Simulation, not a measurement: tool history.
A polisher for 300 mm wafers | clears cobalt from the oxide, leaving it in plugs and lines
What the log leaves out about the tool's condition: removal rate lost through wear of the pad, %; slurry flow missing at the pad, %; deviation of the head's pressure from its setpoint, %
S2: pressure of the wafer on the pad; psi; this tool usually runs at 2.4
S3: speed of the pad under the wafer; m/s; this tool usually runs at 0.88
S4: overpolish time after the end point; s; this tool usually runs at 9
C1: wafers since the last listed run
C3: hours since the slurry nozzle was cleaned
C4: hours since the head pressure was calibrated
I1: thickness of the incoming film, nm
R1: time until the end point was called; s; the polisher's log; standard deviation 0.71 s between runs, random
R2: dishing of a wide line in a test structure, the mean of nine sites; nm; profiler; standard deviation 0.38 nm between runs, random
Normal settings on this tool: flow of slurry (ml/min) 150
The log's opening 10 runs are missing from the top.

Run 11, hour 554.2: usual settings; C1 428; wafers polished on this pad 2488; C3 246.9; C4 179.0; I1 188.0. Result: R1 42.9 s, R2 30.6 nm.
Run 12, hour 596.5: usual settings; C1 622; wafers polished on this pad 3111; C3 289.2; C4 221.3; I1 189.0. Result: R1 42.5 s, R2 30.2 nm.
Run 13, hour 631.3: usual settings; C1 512; wafers polished on this pad 3623; C3 324.0; C4 256.1; I1 191.9. Result: R1 44.3 s, R2 30.2 nm.
Run 14, hour 669.7: usual settings but flow of slurry (ml/min) 130, S4 10 s; C1 565; wafers polished on this pad 4189; C3 362.4; C4 294.5; I1 189.7. Result: R1 42.5 s, R2 31.3 nm.
At hour 728.0: slurry nozzle cleaned.
Run 15, hour 732.4: usual settings; C1 908; wafers polished on this pad 5097; C3 4.4; C4 357.2; I1 188.5. Result: R1 44.5 s, R2 29.6 nm.
Run 16, hour 803.2: usual settings; C1 1042; wafers polished on this pad 6140; C3 75.2; C4 428.0; I1 189.7. Result: R1 44.7 s, R2 29.7 nm.
At hour 815.3: worn pad replaced by a new one, repeated, since the last time left the tool worse.
Run 17, hour 848.7: usual settings but S3 1.16 m/s, S4 13 s; C1 611; wafers polished on this pad 491; C3 120.7; C4 473.5; I1 188.6. Result: R1 28.5 s, R2 50.8 nm.
Run 18, hour 914.9: usual settings but S2 2.1 psi; C1 974; wafers polished on this pad 1465; C3 186.9; C4 539.7; I1 191.8. Result: R1 44.8 s, R2 30.0 nm.
Run 19, hour 985.0: usual settings but flow of slurry (ml/min) 185, S3 1.02 m/s; C1 1032; wafers polished on this pad 2498; C3 257.0; C4 609.8; I1 188.6. Result: R1 32.7 s, R2 36.6 nm.
Run 20, hour 1040.0: usual settings but flow of slurry (ml/min) 185; C1 809; wafers polished on this pad 3307; C3 312.0; C4 664.8; I1 189.8. Result: R1 39.1 s, R2 32.6 nm.
Run 21, hour 1079.8: usual settings but flow of slurry (ml/min) 115, S2 2.2 psi, S3 0.80 m/s, S4 7 s; C1 586; wafers polished on this pad 3893; C3 351.8; C4 704.6; I1 187.5. Result: R1 47.8 s, R2 22.4 nm.
At hour 1122.1: slurry nozzle cleaned.
Run 22, hour 1133.4: usual settings but S2 3.2 psi, S3 1.12 m/s, S4 8 s; C1 774; wafers polished on this pad 4668; C3 11.3; C4 758.2; I1 187.0. Result: R1 22.5 s, R2 42.3 nm.
Run 23, hour 1158.9: usual settings but flow of slurry (ml/min) 175, S2 1.7 psi, S3 1.18 m/s, S4 6 s; C1 375; wafers polished on this pad 5043; C3 36.8; C4 783.7; I1 187.7. Result: R1 40.6 s, R2 23.0 nm.

For run 24, what comes out?
At hour 1182.4: worn pad replaced by a new one.
Run 24, hour 1227.1: usual settings but S2 2.8 psi; C1 945; wafers polished on this pad 657; C3 105.0; C4 851.9; I1 188.6. Result: R1 ?, R2 ?.

R1: 33.0 s
R2: 37.3 nm
Take away the tool's hidden state, keep the run-to-run variation as it was, and the same run would have given R1 32.2 s, R2 37.9 nm.

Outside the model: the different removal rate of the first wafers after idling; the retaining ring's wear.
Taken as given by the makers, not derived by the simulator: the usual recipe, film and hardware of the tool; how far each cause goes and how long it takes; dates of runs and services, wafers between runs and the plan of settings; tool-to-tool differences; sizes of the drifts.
